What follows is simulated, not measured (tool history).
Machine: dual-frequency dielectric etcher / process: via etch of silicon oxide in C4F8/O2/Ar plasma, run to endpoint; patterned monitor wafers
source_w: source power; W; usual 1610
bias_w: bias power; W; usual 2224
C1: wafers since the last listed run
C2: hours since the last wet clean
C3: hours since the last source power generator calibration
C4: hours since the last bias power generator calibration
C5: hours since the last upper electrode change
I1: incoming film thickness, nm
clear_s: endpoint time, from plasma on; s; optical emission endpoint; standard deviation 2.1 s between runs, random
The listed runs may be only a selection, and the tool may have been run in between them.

Run 1, hour 0: usual settings but source_w 1790 W; C1 0; C2 446.2; C3 3821.6; C4 3440.4; C5 4722.5; I1 1166.6. Result: clear_s 234.4 s.
At hour 32.5: wet clean of the chamber.
Run 2, hour 59: usual settings but source_w 1420 W; C1 185; C2 26.5; C3 3880.6; C4 3499.4; C5 4781.5; I1 1166.2. Result: clear_s 263 s.
Run 3, hour 138.6: usual settings but source_w 1420 W; C1 421; C2 106.1; C3 3960.2; C4 3579; C5 4861.1; I1 1165.5. Result: clear_s 264.5 s.
Run 4, hour 294.1: usual settings but source_w 1420 W; C1 823; C2 261.6; C3 4115.7; C4 3734.5; C5 5016.6; I1 1171.9. Result: clear_s 265.7 s.
Run 5, hour 346.6: usual settings; C1 277; C2 314.1; C3 4168.2; C4 3787; C5 5069.1; I1 1157.8. Result: clear_s 247.6 s.
Run 6, hour 398.7: usual settings; C1 275; C2 366.2; C3 4220.3; C4 3839.1; C5 5121.2; I1 1165.1. Result: clear_s 245.1 s.
Run 7, hour 446.1: usual settings; C1 250; C2 413.6; C3 4267.7; C4 3886.5; C5 5168.6; I1 1147. Result: clear_s 249.8 s.
At hour 451.2: bias power generator calibrated.
At hour 500.1: source power generator calibrated.
Run 8, hour 539.2: usual settings; C1 450; C2 506.7; C3 39.1; C4 88; C5 5261.7; I1 1171.9. Result: clear_s 254.5 s.
Run 9, hour 576.4: usual settings; C1 196; C2 543.9; C3 76.3; C4 125.2; C5 5298.9; I1 1166.3. Result: clear_s 251 s.
At hour 603.5: wet clean of the chamber.
Run 10, hour 677.9: usual settings; C1 410; C2 74.4; C3 177.8; C4 226.7; C5 5400.4; I1 1159.6. Result: clear_s 237.8 s.
At hour 714.6: upper electrode replaced.
Run 11, hour 715.8: usual settings; C1 73; C2 112.3; C3 215.7; C4 264.6; C5 1.2; I1 1170.6. Result: clear_s 240 s.
Run 12, hour 762.2: usual settings; C1 245; C2 158.7; C3 262.1; C4 311; C5 47.6; I1 1168.1. Result: clear_s 240 s.
Run 13, hour 804.6: usual settings but source_w 1480 W, bias_w 2701 W; C1 224; C2 201.1; C3 304.5; C4 353.4; C5 90; I1 1169.1. Result: clear_s 242.2 s.
Run 14, hour 863.8: usual settings; C1 313; C2 260.3; C3 363.7; C4 412.6; C5 149.2; I1 1160.4. Result: clear_s 239.3 s.
Run 15, hour 943.7: usual settings but source_w 1510 W; C1 422; C2 340.2; C3 443.6; C4 492.5; C5 229.1; I1 1167.1. Result: clear_s 255 s.
Run 16, hour 1000: usual settings but source_w 1360 W, bias_w 1754 W; C1 298; C2 396.5; C3 499.9; C4 548.8; C5 285.4; I1 1166.4. Result: clear_s 304.5 s.
At hour 1094.7: wet clean of the chamber.
Run 17, hour 1095.2: usual settings but source_w 1250 W, bias_w 2078 W; C1 376; C2 0.5; C3 595.1; C4 644; C5 380.6; I1 1162.8. Result: clear_s 295.3 s.
Run 18, hour 1182.8: usual settings but bias_w 2632 W; C1 463; C2 88.1; C3 682.7; C4 731.6; C5 468.2; I1 1178. Result: clear_s 234.5 s.
Run 19, hour 1219.6: usual settings but source_w 1990 W; C1 194; C2 124.9; C3 719.5; C4 768.4; C5 505; I1 1155.3. Result: clear_s 212.1 s.
Run 20, hour 1286.2: usual settings but source_w 1250 W, bias_w 2078 W; C1 352; C2 191.5; C3 786.1; C4 835; C5 571.6; I1 1155.2. Result: clear_s 301 s.
Run 21, hour 1333.8: usual settings; C1 251; C2 239.1; C3 833.7; C4 882.6; C5 619.2; I1 1167.7. Result: clear_s 247.2 s.
Run 22, hour 1434.6: usual settings but source_w 1480 W; C1 533; C2 339.9; C3 934.5; C4 983.4; C5 720; I1 1168.2. Result: clear_s 262.1 s.

Consider 3 possible next runs. They are alternatives, not a sequence: every one starts from the tool as it was left by run 22. What does each give?
Run A, hour 1435.1: usual settings but bias_w 2533 W; C1 2; C2 340.4; C3 935; C4 983.9; C5 720.5; I1 1163.2. Result: clear_s ?.
Run B, hour 1435.1: usual settings but source_w 1470 W, bias_w 2572 W; C1 2; C2 340.4; C3 935; C4 983.9; C5 720.5; I1 1163.2. Result: clear_s ?.
Run C, hour 1435.1: usual settings but source_w 1310 W, bias_w 2686 W; C1 2; C2 340.4; C3 935; C4 983.9; C5 720.5; I1 1163.2. Result: clear_s ?.

run  clear_s
  A    238.4
  B    251.5
  C    268.4
The same runs, with their run-to-run variation unchanged, on a tool lacking any hidden condition would have given:
run  clear_s
  A      229
  B    241.6
  C    257.8
